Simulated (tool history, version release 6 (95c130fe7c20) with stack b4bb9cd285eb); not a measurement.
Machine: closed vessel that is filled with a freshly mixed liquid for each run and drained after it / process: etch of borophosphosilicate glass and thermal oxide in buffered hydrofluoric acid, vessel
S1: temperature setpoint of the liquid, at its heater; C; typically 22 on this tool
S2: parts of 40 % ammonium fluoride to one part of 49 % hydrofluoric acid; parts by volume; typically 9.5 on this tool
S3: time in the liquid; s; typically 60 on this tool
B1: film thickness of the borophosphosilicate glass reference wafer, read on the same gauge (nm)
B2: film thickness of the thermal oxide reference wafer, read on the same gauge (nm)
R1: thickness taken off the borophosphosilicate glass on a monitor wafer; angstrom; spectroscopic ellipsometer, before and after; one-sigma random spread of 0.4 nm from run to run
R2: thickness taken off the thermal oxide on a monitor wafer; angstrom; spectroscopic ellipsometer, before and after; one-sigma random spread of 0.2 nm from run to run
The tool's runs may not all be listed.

| run | hour | S1 | S2 | S3 | B1 | B2 | R1 | R2 |
|---|---|---|---|---|---|---|---|---|
| 1 | 0 | 22 | 9.5 | 60 | 99.99 | 50 | 905.2 | 524.5 |
| 2 | 31.1 | 22 | 9.5 | 60 | 100 | 50.01 | 889.7 | 522.5 |
| 3 | 44.4 | 22 | 9.5 | 60 | 100.02 | 50.04 | 891.5 | 520.6 |
| 4 | 62 | 22 | 9.5 | 60 | 99.98 | 49.99 | 888.8 | 517.2 |
| 5 | 76.4 | 23.5 | 9.5 | 60 | 100.01 | 49.99 | 965.3 | 561.5 |
| 6 | 82.6 | 24 | 9.5 | 60 | 99.97 | 50 | 985.8 | 575.7 |
| 7 | 114.1 | 24 | 9.5 | 60 | 100 | 49.99 | 985.4 | 570.6 |
|  | 130.2 | thermometer replaced |
| 8 | 131.1 | 24 | 9.5 | 60 | 100.03 | 49.97 | 1122.4 | 653.3 |
| 9 | 139.2 | 22 | 7.5 | 60 | 99.98 | 50 | 1235.7 | 711.6 |
| 10 | 147.3 | 20.5 | 9.5 | 30 | 100.02 | 50.01 | 461.6 | 266.5 |
| 11 | 157.1 | 17.5 | 13 | 75 | 100.01 | 50.03 | 712.5 | 414 |
|  | 158.4 | gauge calibrated |
| 12 | 167.7 | 22 | 7.5 | 60 | 100.04 | 49.97 | 1210.3 | 709.3 |
| 13 | 185.6 | 26 | 8.5 | 60 | 99.99 | 50 | 1353.3 | 787.7 |
| 14 | 200.1 | 23.5 | 11.5 | 60 | 99.99 | 50.03 | 885.3 | 517.2 |
|  | 210 | hydrofluoric acid flow meter replaced |
| 15 | 215.2 | 22 | 9.5 | 60 | 99.95 | 50.01 | 1089.9 | 639.4 |
| 16 | 230.6 | 18.5 | 9.5 | 60 | 99.98 | 50 | 899.3 | 523.4 |
| 17 | 246.5 | 22 | 9.5 | 80 | 100.02 | 49.97 | 1441.5 | 846.2 |
| 18 | 262.5 | 25.5 | 12.5 | 30 | 100.01 | 50.01 | 507.2 | 295.4 |
| 19 | 271.5 | 17.5 | 11 | 75 | 99.99 | 50.02 | 924.7 | 535.9 |

Predict each of these 5 candidate next runs independently; none follows another, all start after run 19:
| A | 272.2 | 22 | 9.5 | 60 | ? | ? | ? | ? |
| B | 272.2 | 24.5 | 9.5 | 70 | ? | ? | ? | ? |
| C | 272.2 | 24 | 10.5 | 35 | ? | ? | ? | ? |
| D | 272.2 | 22 | 8 | 50 | ? | ? | ? | ? |
| E | 272.2 | 17 | 7.5 | 60 | ? | ? | ? | ? |

| run | B1 | B2 | R1 | R2 |
|---|---|---|---|---|
| A | 100.01 | 50.01 | 1083.6 | 628.3 |
| B | 100.01 | 50.01 | 1447.7 | 840.8 |
| C | 100.01 | 50.01 | 645.9 | 375.3 |
| D | 100.01 | 50.01 | 1054.3 | 610.2 |
| E | 100.01 | 50.01 | 1029.6 | 592.9 |
With no hidden state in the tool, these same runs would have given:
| run | R1 | R2 |
|---|---|---|
| A | 1109.4 | 643.2 |
| B | 1481.9 | 860.6 |
| C | 665.4 | 386.6 |
| D | 1088.8 | 630.2 |
| E | 1063.6 | 612.5 |

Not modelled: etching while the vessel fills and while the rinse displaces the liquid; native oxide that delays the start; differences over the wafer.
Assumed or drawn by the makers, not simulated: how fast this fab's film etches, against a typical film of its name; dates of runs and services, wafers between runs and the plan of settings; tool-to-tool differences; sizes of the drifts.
